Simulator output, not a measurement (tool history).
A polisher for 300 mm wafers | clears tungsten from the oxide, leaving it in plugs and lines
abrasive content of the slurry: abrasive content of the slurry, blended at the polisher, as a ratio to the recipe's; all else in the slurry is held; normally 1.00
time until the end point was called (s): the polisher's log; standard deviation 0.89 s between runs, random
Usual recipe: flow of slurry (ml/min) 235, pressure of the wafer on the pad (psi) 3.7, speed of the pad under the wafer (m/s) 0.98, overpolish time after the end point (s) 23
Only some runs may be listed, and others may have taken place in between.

run,hour,flow of slurry (ml/min),pressure of the wafer on the pad (psi),speed of the pad under the wafer (m/s),abrasive content of the slurry,overpolish time after the end point (s),wafers since the last listed run,wafers polished on this pad,hours since the slurry nozzle was cleaned,hours since the head pressure was calibrated,hours since the slurry blender was calibrated,hours since the slurry got fresh peroxide,"incoming thickness of the incoming film, nm",time until the end point was called (s)
1,0.0,235,3.7,0.98,1.00,23,0,1471,127.4,784.9,397.8,105.0,356.2,75.8
2,30.5,235,3.7,0.98,1.00,23,327,1798,157.9,815.4,428.3,135.5,346.4,73.0
# hour 37.8: worn pad replaced by a new one, of another model than before
3,65.2,235,3.7,0.98,1.00,23,329,293,192.6,850.1,463.0,170.2,348.2,72.1
4,77.4,235,3.7,0.98,1.00,23,130,424,204.8,862.3,475.2,182.4,348.1,72.0
# hour 82.5: slurry tank refilled with fresh slurry and peroxide
# hour 90.8: slurry blender recalibrated
5,102.4,235,3.7,0.98,1.00,23,235,660,229.8,887.3,11.6,19.9,350.3,72.1
6,116.3,235,3.7,0.98,1.00,23,149,809,243.7,901.2,25.5,33.8,352.0,72.4
7,143.1,235,3.7,0.98,1.00,23,287,1097,270.5,928.0,52.3,60.6,344.5,72.3
# hour 173.0: slurry nozzle cleaned
8,175.8,235,3.7,0.98,1.00,23,339,1437,2.8,960.7,85.0,93.3,351.8,72.3
# hour 189.7: worn pad replaced by a new one
9,204.9,235,3.7,0.98,1.00,23,269,162,31.9,989.8,114.1,122.4,355.7,73.2
# hour 222.9: slurry tank refilled with fresh slurry and peroxide
10,227.0,205,4.3,0.98,1.00,23,226,388,54.0,1011.9,136.2,4.1,351.9,65.1
11,251.2,235,3.7,0.98,1.00,23,259,648,78.2,1036.1,160.4,28.3,351.3,72.4
# hour 273.4: head pressure recalibrated
12,275.4,235,4.9,0.98,1.00,23,238,886,102.4,2.0,184.6,52.5,342.5,59.5
13,293.0,175,3.7,0.98,1.00,23,188,1075,120.0,19.6,202.2,70.1,348.6,88.8
14,308.4,235,3.7,0.98,1.00,23,165,1240,135.4,35.0,217.6,85.5,350.5,79.4
15,321.5,160,3.7,0.98,1.00,23,140,1381,148.5,48.1,230.7,98.6,346.2,89.7
16,351.2,235,4.9,1.22,0.90,23,318,1699,178.2,77.8,260.4,128.3,353.7,51.2
# hour 368.4: worn pad replaced by a new one
17,368.9,285,3.7,0.88,1.00,23,146,5,195.9,95.5,278.1,146.0,348.5,82.2
# hour 398.7: slurry tank refilled with fresh slurry and peroxide
18,401.5,270,3.7,0.84,1.00,23,338,344,228.5,128.1,310.7,2.8,342.7,83.6
19,435.1,270,3.7,1.30,1.00,23,360,704,262.1,161.7,344.3,36.4,351.4,60.3
# hour 439.9: slurry nozzle cleaned
20,465.2,235,3.7,1.26,1.10,23,312,1016,25.3,191.8,374.4,66.5,343.5,59.6
21,497.5,235,3.7,0.98,1.00,23,346,1363,57.6,224.1,406.7,98.8,353.6,78.3
22,511.4,235,3.7,0.98,1.00,23,149,1512,71.5,238.0,420.6,112.7,348.2,76.7
# hour 520.5: worn pad replaced by a new one
23,543.0,185,3.7,0.78,1.10,23,296,241,103.1,269.6,452.2,144.3,350.7,92.7
# hour 552.9: slurry tank refilled with fresh slurry and peroxide
24,557.4,290,3.7,0.70,1.00,23,143,385,117.5,284.0,466.6,4.5,352.0,94.0
# hour 565.0: slurry blender recalibrated
25,571.7,235,3.7,0.98,1.00,23,131,517,131.8,298.3,6.7,18.8,347.0,76.3
26,588.1,235,3.7,0.98,1.15,23,175,693,148.2,314.7,23.1,35.2,357.4,72.4
27,617.1,200,3.7,0.76,0.85,23,311,1004,177.2,343.7,52.1,64.2,345.5,97.0

Alternative continuations, all from the tool just after run 27; predict every row:
A,617.6,235,3.7,0.98,1.00,28,5,1009,177.7,344.2,52.6,64.7,352.7,?
B,617.6,235,4.2,1.12,1.25,18,5,1009,177.7,344.2,52.6,64.7,352.7,?
C,617.6,175,3.7,0.88,1.00,29,5,1009,177.7,344.2,52.6,64.7,352.7,?

run,time until the end point was called (s)
A,76.5
B,57.1
C,91.2
Without the tool's hidden state the same runs would have given:
run,time until the end point was called (s)
A,81.9
B,61.1
C,97.5
